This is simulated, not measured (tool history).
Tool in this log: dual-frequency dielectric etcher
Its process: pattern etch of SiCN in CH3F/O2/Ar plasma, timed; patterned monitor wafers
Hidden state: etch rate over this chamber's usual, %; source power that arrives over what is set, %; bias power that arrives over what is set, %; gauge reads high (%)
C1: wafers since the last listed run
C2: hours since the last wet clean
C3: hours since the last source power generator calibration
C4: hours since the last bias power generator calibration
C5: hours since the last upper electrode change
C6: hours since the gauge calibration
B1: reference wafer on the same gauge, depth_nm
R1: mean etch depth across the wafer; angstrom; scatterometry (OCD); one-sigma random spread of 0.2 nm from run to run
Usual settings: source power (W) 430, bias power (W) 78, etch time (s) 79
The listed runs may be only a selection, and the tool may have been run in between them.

Run 1, hour 0: usual settings; C1 0; C2 0.5; C3 3011.5; C4 2671.4; C5 2301.9; C6 1759.2; B1 31.12. Result: R1 289.2 angstrom.
At hour 68.3: gauge calibrated.
Run 2, hour 100: usual settings; C1 1126; C2 100.5; C3 3111.5; C4 2771.4; C5 2401.9; C6 31.7; B1 31.08. Result: R1 288.7 angstrom.
Run 3, hour 190.9: usual settings but source power (W) 460, etch time (s) 84.5; C1 1023; C2 191.4; C3 3202.4; C4 2862.3; C5 2492.8; C6 122.6; B1 31.1. Result: R1 323 angstrom.
Run 4, hour 242.4: usual settings but source power (W) 460, etch time (s) 84.5; C1 580; C2 242.9; C3 3253.9; C4 2913.8; C5 2544.3; C6 174.1; B1 31.1. Result: R1 324.8 angstrom.
Run 5, hour 290.2: usual settings but source power (W) 460, etch time (s) 84.5; C1 538; C2 290.7; C3 3301.7; C4 2961.6; C5 2592.1; C6 221.9; B1 31.12. Result: R1 325.8 angstrom.
At hour 296.2: source power generator calibrated.
Run 6, hour 374.8: usual settings but source power (W) 350, bias power (W) 87; C1 907; C2 375.3; C3 78.6; C4 3046.2; C5 2676.7; C6 306.5; B1 31.11. Result: R1 275 angstrom.
At hour 473.1: wet clean of the chamber.
Run 7, hour 473.6: usual settings but source power (W) 350, bias power (W) 87; C1 842; C2 0.5; C3 177.4; C4 3145; C5 2775.5; C6 405.3; B1 31.06. Result: R1 272.8 angstrom.
Run 8, hour 526.8: usual settings; C1 599; C2 53.7; C3 230.6; C4 3198.2; C5 2828.7; C6 458.5; B1 31.11. Result: R1 291.1 angstrom.
Run 9, hour 580.8: usual settings; C1 608; C2 107.7; C3 284.6; C4 3252.2; C5 2882.7; C6 512.5; B1 31.09. Result: R1 291.4 angstrom.
Run 10, hour 619.9: usual settings; C1 440; C2 146.8; C3 323.7; C4 3291.3; C5 2921.8; C6 551.6; B1 31.12. Result: R1 289.7 angstrom.
Run 11, hour 671.9: usual settings but source power (W) 320, bias power (W) 65; C1 585; C2 198.8; C3 375.7; C4 3343.3; C5 2973.8; C6 603.6; B1 31.09. Result: R1 234.3 angstrom.
At hour 756.9: bias power generator calibrated.
Run 12, hour 766.8: usual settings but source power (W) 500, bias power (W) 85, etch time (s) 59.5; C1 1023; C2 293.7; C3 470.6; C4 9.9; C5 3068.7; C6 698.5; B1 31.06. Result: R1 248.1 angstrom.
Run 13, hour 811: usual settings but source power (W) 370, etch time (s) 87.5; C1 497; C2 337.9; C3 514.8; C4 54.1; C5 3112.9; C6 742.7; B1 31.08. Result: R1 301.3 angstrom.
Run 14, hour 900: usual settings but source power (W) 470, bias power (W) 63, etch time (s) 90; C1 1002; C2 426.9; C3 603.8; C4 143.1; C5 3201.9; C6 831.7; B1 31.08. Result: R1 327 angstrom.
Run 15, hour 945.1: usual settings; C1 507; C2 472; C3 648.9; C4 188.2; C5 3247; C6 876.8; B1 31.09. Result: R1 300.8 angstrom.
Run 16, hour 981.8: usual settings but source power (W) 490; C1 413; C2 508.7; C3 685.6; C4 224.9; C5 3283.7; C6 913.5; B1 31.08. Result: R1 318.1 angstrom.
At hour 1064.4: wet clean of the chamber.
Run 17, hour 1066.2: usual settings but source power (W) 350, bias power (W) 87; C1 680; C2 1.8; C3 770; C4 309.3; C5 3368.1; C6 997.9; B1 31.09. Result: R1 269.1 angstrom.
Run 18, hour 1160.8: usual settings but source power (W) 370, etch time (s) 87.5; C1 1065; C2 96.4; C3 864.6; C4 403.9; C5 3462.7; C6 1092.5; B1 31.12. Result: R1 293.9 angstrom.
At hour 1259: upper electrode replaced.
Run 19, hour 1261.7: usual settings but bias power (W) 95, etch time (s) 88; C1 866; C2 197.3; C3 965.5; C4 504.8; C5 2.7; C6 1193.4; B1 31.1. Result: R1 354.5 angstrom.
Run 20, hour 1364.3: usual settings but source power (W) 370, bias power (W) 96, etch time (s) 66; C1 1155; C2 299.9; C3 1068.1; C4 607.4; C5 105.3; C6 1296; B1 31.08. Result: R1 247.5 angstrom.
At hour 1430.5: gauge calibrated.
Run 21, hour 1463.6: usual settings but etch time (s) 86; C1 1118; C2 399.2; C3 1167.4; C4 706.7; C5 204.6; C6 33.1; B1 31.08. Result: R1 321.3 angstrom.
Run 22, hour 1518.6: usual settings but source power (W) 460; C1 619; C2 454.2; C3 1222.4; C4 761.7; C5 259.6; C6 88.1; B1 31.08. Result: R1 306.6 angstrom.
Run 23, hour 1594.9: usual settings but bias power (W) 71, etch time (s) 66; C1 859; C2 530.5; C3 1298.7; C4 838; C5 335.9; C6 164.4; B1 31.08. Result: R1 240.2 angstrom.
At hour 1659.8: wet clean of the chamber.
Run 24, hour 1660.3: usual settings but source power (W) 360; C1 466; C2 0.5; C3 1364.1; C4 903.4; C5 401.3; C6 229.8; B1 31.09. Result: R1 264 angstrom.
Run 25, hour 1742: usual settings but etch time (s) 89; C1 920; C2 82.2; C3 1445.8; C4 985.1; C5 483; C6 311.5; B1 31.11. Result: R1 326.2 angstrom.
Run 26, hour 1809.9: usual settings; C1 764; C2 150.1; C3 1513.7; C4 1053; C5 550.9; C6 379.4; B1 31.13. Result: R1 290.1 angstrom.
Run 27, hour 1877.8: usual settings but etch time (s) 68; C1 764; C2 218; C3 1581.6; C4 1120.9; C5 618.8; C6 447.3; B1 31.06. Result: R1 253.1 angstrom.
Run 28, hour 1920.9: usual settings; C1 485; C2 261.1; C3 1624.7; C4 1164; C5 661.9; C6 490.4; B1 31.1. Result: R1 296 angstrom.
Run 29, hour 1994.9: usual settings but source power (W) 340, bias power (W) 71, etch time (s) 101.5; C1 833; C2 335.1; C3 1698.7; C4 1238; C5 735.9; C6 564.4; B1 31.13. Result: R1 322.7 angstrom.

Here are 5 independent what-if runs from the current tool condition. What would each one return?
Run A, hour 1995.3: usual settings; C1 4; C2 335.5; C3 1699.1; C4 1238.4; C5 736.3; C6 564.8; B1 ?. Result: R1 ?.
Run B, hour 1995.3: usual settings but source power (W) 370, etch time (s) 94; C1 4; C2 335.5; C3 1699.1; C4 1238.4; C5 736.3; C6 564.8; B1 ?. Result: R1 ?.
Run C, hour 1995.3: usual settings but etch time (s) 73; C1 4; C2 335.5; C3 1699.1; C4 1238.4; C5 736.3; C6 564.8; B1 ?. Result: R1 ?.
Run D, hour 1995.3: usual settings but source power (W) 500, bias power (W) 96, etch time (s) 63.5; C1 4; C2 335.5; C3 1699.1; C4 1238.4; C5 736.3; C6 564.8; B1 ?. Result: R1 ?.
Run E, hour 1995.3: usual settings but source power (W) 330, etch time (s) 57; C1 4; C2 335.5; C3 1699.1; C4 1238.4; C5 736.3; C6 564.8; B1 ?. Result: R1 ?.

run     B1     R1
  A  31.11  295.1
  B  31.11  325.5
  C  31.11  272.7
  D  31.11    277
  E  31.11  185.8
What these runs would have given with no unlogged condition in the tool:
run     R1
  A  288.3
  B    318
  C  266.4
  D  270.6
  E  181.5

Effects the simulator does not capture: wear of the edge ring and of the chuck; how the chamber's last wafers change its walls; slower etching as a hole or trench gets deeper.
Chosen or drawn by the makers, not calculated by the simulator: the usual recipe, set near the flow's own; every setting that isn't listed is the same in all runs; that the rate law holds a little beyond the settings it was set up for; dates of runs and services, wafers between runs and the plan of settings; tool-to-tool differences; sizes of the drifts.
